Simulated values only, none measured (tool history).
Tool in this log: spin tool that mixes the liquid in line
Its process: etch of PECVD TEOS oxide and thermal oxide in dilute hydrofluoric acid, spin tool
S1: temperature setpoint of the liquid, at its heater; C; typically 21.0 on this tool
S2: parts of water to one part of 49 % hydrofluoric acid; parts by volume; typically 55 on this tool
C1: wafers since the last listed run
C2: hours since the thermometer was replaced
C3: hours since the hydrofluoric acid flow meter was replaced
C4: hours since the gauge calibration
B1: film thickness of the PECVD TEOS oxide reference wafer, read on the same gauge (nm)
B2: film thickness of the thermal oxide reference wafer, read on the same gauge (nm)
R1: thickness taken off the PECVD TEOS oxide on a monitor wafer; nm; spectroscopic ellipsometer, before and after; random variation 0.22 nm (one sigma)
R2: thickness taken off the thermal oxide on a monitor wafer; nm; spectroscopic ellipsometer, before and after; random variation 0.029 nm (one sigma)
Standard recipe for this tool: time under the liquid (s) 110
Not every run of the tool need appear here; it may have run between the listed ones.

Run 1, hour 0.0: usual settings but S2 40 parts by volume; C1 0; C2 531.5; C3 533.2; C4 1421.3; B1 29.30; B2 136.74. Result: R1 39.24 nm, R2 12.49 nm.
Run 2, hour 82.4: usual settings but S2 40 parts by volume; C1 619; C2 613.9; C3 615.6; C4 1503.7; B1 29.22; B2 136.43. Result: R1 38.55 nm, R2 12.47 nm.
Run 3, hour 249.5: usual settings; C1 1255; C2 781.0; C3 782.7; C4 1670.8; B1 29.08; B2 135.66. Result: R1 27.55 nm, R2 8.88 nm.
Run 4, hour 307.4: usual settings; C1 435; C2 838.9; C3 840.6; C4 1728.7; B1 29.01; B2 135.37. Result: R1 27.57 nm, R2 8.85 nm.
Run 5, hour 378.0: usual settings; C1 530; C2 909.5; C3 911.2; C4 1799.3; B1 28.94; B2 135.03. Result: R1 27.56 nm, R2 8.83 nm.
At hour 380.9: gauge calibrated.
At hour 448.3: thermometer replaced.
Run 6, hour 473.8: usual settings; C1 712; C2 25.5; C3 1007.0; C4 92.9; B1 29.92; B2 139.67. Result: R1 28.50 nm, R2 9.13 nm.
Run 7, hour 525.2: usual settings but time under the liquid (s) 80; C1 386; C2 76.9; C3 1058.4; C4 144.3; B1 29.92; B2 139.64. Result: R1 20.45 nm, R2 6.66 nm.
Run 8, hour 583.1: usual settings but time under the liquid (s) 80; C1 435; C2 134.8; C3 1116.3; C4 202.2; B1 29.94; B2 139.61. Result: R1 20.27 nm, R2 6.60 nm.
Run 9, hour 634.6: usual settings but time under the liquid (s) 80; C1 386; C2 186.3; C3 1167.8; C4 253.7; B1 29.89; B2 139.58. Result: R1 20.81 nm, R2 6.63 nm.
Run 10, hour 677.9: usual settings but S1 17.5 C, time under the liquid (s) 135; C1 325; C2 229.6; C3 1211.1; C4 297.0; B1 29.92; B2 139.54. Result: R1 30.01 nm, R2 9.67 nm.
Run 11, hour 716.7: usual settings but time under the liquid (s) 165; C1 291; C2 268.4; C3 1249.9; C4 335.8; B1 29.91; B2 139.50. Result: R1 42.25 nm, R2 13.68 nm.
Run 12, hour 790.2: usual settings; C1 552; C2 341.9; C3 1323.4; C4 409.3; B1 29.87; B2 139.41. Result: R1 28.10 nm, R2 9.11 nm.
Run 13, hour 876.7: usual settings but S1 19.5 C, S2 65 parts by volume, time under the liquid (s) 65; C1 649; C2 428.4; C3 1409.9; C4 495.8; B1 29.86; B2 139.31. Result: R1 13.02 nm, R2 4.20 nm.
Run 14, hour 931.9: usual settings but S2 35 parts by volume; C1 414; C2 483.6; C3 1465.1; C4 551.0; B1 29.85; B2 139.25. Result: R1 45.57 nm, R2 14.64 nm.
Run 15, hour 977.0: usual settings but S1 25.5 C, time under the liquid (s) 60; C1 338; C2 528.7; C3 1510.2; C4 596.1; B1 29.81; B2 139.17. Result: R1 18.33 nm, R2 5.92 nm.
Run 16, hour 1031.3: usual settings but S1 19.5 C, time under the liquid (s) 155; C1 407; C2 583.0; C3 1564.5; C4 650.4; B1 29.80; B2 139.08. Result: R1 37.06 nm, R2 11.92 nm.
At hour 1046.5: hydrofluoric acid flow meter replaced.
Run 17, hour 1068.4: usual settings but S1 25.5 C, time under the liquid (s) 175; C1 271; C2 620.1; C3 21.9; C4 687.5; B1 29.80; B2 138.98. Result: R1 53.87 nm, R2 17.38 nm.
Run 18, hour 1126.9: usual settings; C1 439; C2 678.6; C3 80.4; C4 746.0; B1 29.76; B2 138.85. Result: R1 28.13 nm, R2 9.03 nm.
Run 19, hour 1205.9: usual settings but S1 26.0 C, S2 65 parts by volume, time under the liquid (s) 55; C1 593; C2 757.6; C3 159.4; C4 825.0; B1 29.72; B2 138.68. Result: R1 14.45 nm, R2 4.62 nm.
Run 20, hour 1277.3: usual settings; C1 536; C2 829.0; C3 230.8; C4 896.4; B1 29.67; B2 138.53. Result: R1 28.02 nm, R2 9.07 nm.
Run 21, hour 1352.6: usual settings but S1 23.0 C, S2 35 parts by volume, time under the liquid (s) 85; C1 565; C2 904.3; C3 306.1; C4 971.7; B1 29.65; B2 138.30. Result: R1 38.18 nm, R2 12.26 nm.
At hour 1492.4: thermometer replaced.
Run 22, hour 1644.6: usual settings but time under the liquid (s) 65; C1 2186; C2 152.2; C3 598.1; C4 1263.7; B1 29.44; B2 137.37. Result: R1 16.45 nm, R2 5.29 nm.
Run 23, hour 1723.4: usual settings; C1 592; C2 231.0; C3 676.9; C4 1342.5; B1 29.36; B2 137.11. Result: R1 27.68 nm, R2 8.89 nm.
Run 24, hour 1761.4: usual settings but S1 18.0 C, S2 45 parts by volume, time under the liquid (s) 135; C1 285; C2 269.0; C3 714.9; C4 1380.5; B1 29.34; B2 136.94. Result: R1 37.44 nm, R2 11.98 nm.
Run 25, hour 1891.2: usual settings; C1 975; C2 398.8; C3 844.7; C4 1510.3; B1 29.23; B2 136.38. Result: R1 27.84 nm, R2 8.90 nm.
Run 26, hour 1993.7: usual settings but time under the liquid (s) 150; C1 770; C2 501.3; C3 947.2; C4 1612.8; B1 29.15; B2 135.94. Result: R1 37.62 nm, R2 12.02 nm.
Run 27, hour 2075.9: usual settings but S1 22.5 C, S2 75 parts by volume, time under the liquid (s) 155; C1 617; C2 583.5; C3 1029.4; C4 1695.0; B1 29.04; B2 135.57. Result: R1 29.72 nm, R2 9.49 nm.

Below are 3 alternative next runs, each starting from the tool's condition after run 27. Predict each:
Run A, hour 2076.3: usual settings; C1 3; C2 583.9; C3 1029.8; C4 1695.4; B1 ?; B2 ?. Result: R1 ?, R2 ?.
Run B, hour 2076.3: usual settings but S1 23.0 C, time under the liquid (s) 80; C1 3; C2 583.9; C3 1029.8; C4 1695.4; B1 ?; B2 ?. Result: R1 ?, R2 ?.
Run C, hour 2076.3: usual settings but S1 18.0 C, S2 80 parts by volume, time under the liquid (s) 70; C1 3; C2 583.9; C3 1029.8; C4 1695.4; B1 ?; B2 ?. Result: R1 ?, R2 ?.

run     B1      B2     R1    R2
  A  29.06  135.55  27.47  8.90
  B  29.06  135.55  21.71  7.03
  C  29.06  135.55  10.29  3.33
Without the tool's hidden state the same runs would have given:
run     R1    R2
  A  28.37  9.19
  B  22.42  7.26
  C  10.62  3.44

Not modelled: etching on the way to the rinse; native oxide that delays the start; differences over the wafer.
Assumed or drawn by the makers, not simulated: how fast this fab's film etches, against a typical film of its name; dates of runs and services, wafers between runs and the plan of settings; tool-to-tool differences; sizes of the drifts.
